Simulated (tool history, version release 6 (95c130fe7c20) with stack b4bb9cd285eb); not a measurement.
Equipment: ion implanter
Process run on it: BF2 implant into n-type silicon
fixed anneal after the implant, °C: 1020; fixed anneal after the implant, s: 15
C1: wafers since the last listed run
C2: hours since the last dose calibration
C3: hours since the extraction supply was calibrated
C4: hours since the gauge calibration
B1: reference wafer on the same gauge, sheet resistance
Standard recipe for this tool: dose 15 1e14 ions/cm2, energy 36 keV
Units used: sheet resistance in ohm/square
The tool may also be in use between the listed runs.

run 1 hour=0 | dose=15 energy=36 | C1=0 C2=940.3 C3=4125.7 C4=281 | B1=110.96 | sheet_resistance=122.68
run 2 hour=15.6 | dose=15 energy=36 | C1=201 C2=955.9 C3=4141.3 C4=296.6 | B1=111.02 | sheet_resistance=122.77
run 3 hour=44 | dose=15 energy=36 | C1=365 C2=984.3 C3=4169.7 C4=325 | B1=111.01 | sheet_resistance=122.62
run 4 hour=58.9 | dose=15 energy=36 | C1=191 C2=999.2 C3=4184.6 C4=339.9 | B1=111.01 | sheet_resistance=122.24
run 5 hour=85.3 | dose=15 energy=36 | C1=340 C2=1025.6 C3=4211 C4=366.3 | B1=111.01 | sheet_resistance=122.54
run 6 hour=115.3 | dose=18.23 energy=36 | C1=386 C2=1055.6 C3=4241 C4=396.3 | B1=110.97 | sheet_resistance=118.6
run 7 hour=142.2 | dose=12.87 energy=36 | C1=346 C2=1082.5 C3=4267.9 C4=423.2 | B1=110.97 | sheet_resistance=127.82
run 8 hour=173.7 | dose=12.87 energy=36 | C1=405 C2=1114 C3=4299.4 C4=454.7 | B1=111.04 | sheet_resistance=127.74
run 9 hour=199.4 | dose=12.87 energy=36 | C1=331 C2=1139.7 C3=4325.1 C4=480.4 | B1=111 | sheet_resistance=127.53
run 10 hour=225.1 | dose=15 energy=44.5 | C1=331 C2=1165.4 C3=4350.8 C4=506.1 | B1=110.98 | sheet_resistance=111.71
run 11 hour=251.3 | dose=15 energy=44.5 | C1=337 C2=1191.6 C3=4377 C4=532.3 | B1=110.95 | sheet_resistance=111.56
run 12 hour=263.5 | dose=15 energy=44.5 | C1=157 C2=1203.8 C3=4389.2 C4=544.5 | B1=111.04 | sheet_resistance=111.61
run 13 hour=290.8 | dose=15 energy=44.5 | C1=351 C2=1231.1 C3=4416.5 C4=571.8 | B1=111.01 | sheet_resistance=111.51
run 14 hour=307.8 | dose=11.71 energy=31.5 | C1=219 C2=1248.1 C3=4433.5 C4=588.8 | B1=111 | sheet_resistance=139.04
run 15 hour=328 | dose=15 energy=36 | C1=260 C2=1268.3 C3=4453.7 C4=609 | B1=111.04 | sheet_resistance=122.49
run 16 hour=361.5 | dose=18.81 energy=40.5 | C1=431 C2=1301.8 C3=4487.2 C4=642.5 | B1=111 | sheet_resistance=111.47
-- hour=396.3 Faraday cup replaced and dose calibrated
run 17 hour=396.8 | dose=12.87 energy=36 | C1=351 C2=0.5 C3=4522.5 C4=677.8 | B1=110.91 | sheet_resistance=126.22
run 18 hour=414.5 | dose=16.3 energy=27 | C1=228 C2=18.2 C3=4540.2 C4=695.5 | B1=110.94 | sheet_resistance=137.12
run 19 hour=435.9 | dose=13.19 energy=39 | C1=275 C2=39.6 C3=4561.6 C4=716.9 | B1=110.97 | sheet_resistance=121.59
run 20 hour=467.1 | dose=15 energy=36 | C1=402 C2=70.8 C3=4592.8 C4=748.1 | B1=111.06 | sheet_resistance=121.54
run 21 hour=481.9 | dose=12.61 energy=42 | C1=190 C2=85.6 C3=4607.6 C4=762.9 | B1=110.96 | sheet_resistance=119.37
-- hour=494.6 gauge calibrated
run 22 hour=513.4 | dose=17.55 energy=41 | C1=405 C2=117.1 C3=4639.1 C4=18.8 | B1=111.02 | sheet_resistance=111.48
-- hour=524.8 extraction supply calibrated
run 23 hour=540.1 | dose=19.02 energy=31.5 | C1=240 C2=143.8 C3=15.3 C4=45.5 | B1=111.02 | sheet_resistance=125.82
run 24 hour=571 | dose=15 energy=36 | C1=398 C2=174.7 C3=46.2 C4=76.4 | B1=111 | sheet_resistance=121.85
run 25 hour=592.7 | dose=16.62 energy=36 | C1=279 C2=196.4 C3=67.9 C4=98.1 | B1=110.97 | sheet_resistance=119.5
run 26 hour=623 | dose=15 energy=36 | C1=390 C2=226.7 C3=98.2 C4=128.4 | B1=110.99 | sheet_resistance=121.82
run 27 hour=650.7 | dose=17.84 energy=30.5 | C1=356 C2=254.4 C3=125.9 C4=156.1 | B1=110.98 | sheet_resistance=127.85
-- hour=659.5 Faraday cup replaced and dose calibrated, repeated, since the last time left the tool worse
run 28 hour=705 | dose=11.31 energy=26.5 | C1=596 C2=45.5 C3=180.2 C4=210.4 | B1=111.01 | sheet_resistance=153.29
run 29 hour=740 | dose=18.75 energy=36 | C1=450 C2=80.5 C3=215.2 C4=245.4 | B1=110.97 | sheet_resistance=118.5
run 30 hour=763.8 | dose=11.85 energy=47 | C1=306 C2=104.3 C3=239 C4=269.2 | B1=110.99 | sheet_resistance=121.38
run 31 hour=784.7 | dose=16.17 energy=41 | C1=269 C2=125.2 C3=259.9 C4=290.1 | B1=111.01 | sheet_resistance=114.26
run 32 hour=805.8 | dose=15 energy=36 | C1=271 C2=146.3 C3=281 C4=311.2 | B1=110.98 | sheet_resistance=123.64
run 33 hour=838 | dose=15 energy=27 | C1=414 C2=178.5 C3=313.2 C4=343.4 | B1=110.96 | sheet_resistance=140.77
run 34 hour=852.1 | dose=13.78 energy=43.5 | C1=181 C2=192.6 C3=327.3 C4=357.5 | B1=111.01 | sheet_resistance=116.92
run 35 hour=886.5 | dose=12.3 energy=44.5 | C1=443 C2=227 C3=361.7 C4=391.9 | B1=111 | sheet_resistance=121.45
run 36 hour=916.2 | dose=15 energy=45 | C1=382 C2=256.7 C3=391.4 C4=421.6 | B1=111 | sheet_resistance=111.99

Hidden state, per run?
deviation of the true energy from its setpoint, %: 0, the same for each run
gauge reads high (%): 0, the same for each run
H1: deviation of the true dose from the Faraday cup's reading, %
run=1 H1=2.18
run=2 H1=2.23
run=3 H1=2.33
run=4 H1=2.38
run=5 H1=2.47
run=6 H1=2.58
run=7 H1=2.68
run=8 H1=2.8
run=9 H1=2.9
run=10 H1=3
run=11 H1=3.11
run=12 H1=3.16
run=13 H1=3.28
run=14 H1=3.35
run=15 H1=3.44
run=16 H1=3.59
run=17 H1=6.38
run=18 H1=6.38
run=19 H1=6.38
run=20 H1=6.39
run=21 H1=6.39
run=22 H1=6.4
run=23 H1=6.42
run=24 H1=6.43
run=25 H1=6.45
run=26 H1=6.47
run=27 H1=6.49
run=28 H1=-0.395
run=29 H1=-0.387
run=30 H1=-0.379
run=31 H1=-0.371
run=32 H1=-0.361
run=33 H1=-0.343
run=34 H1=-0.334
run=35 H1=-0.308
run=36 H1=-0.283
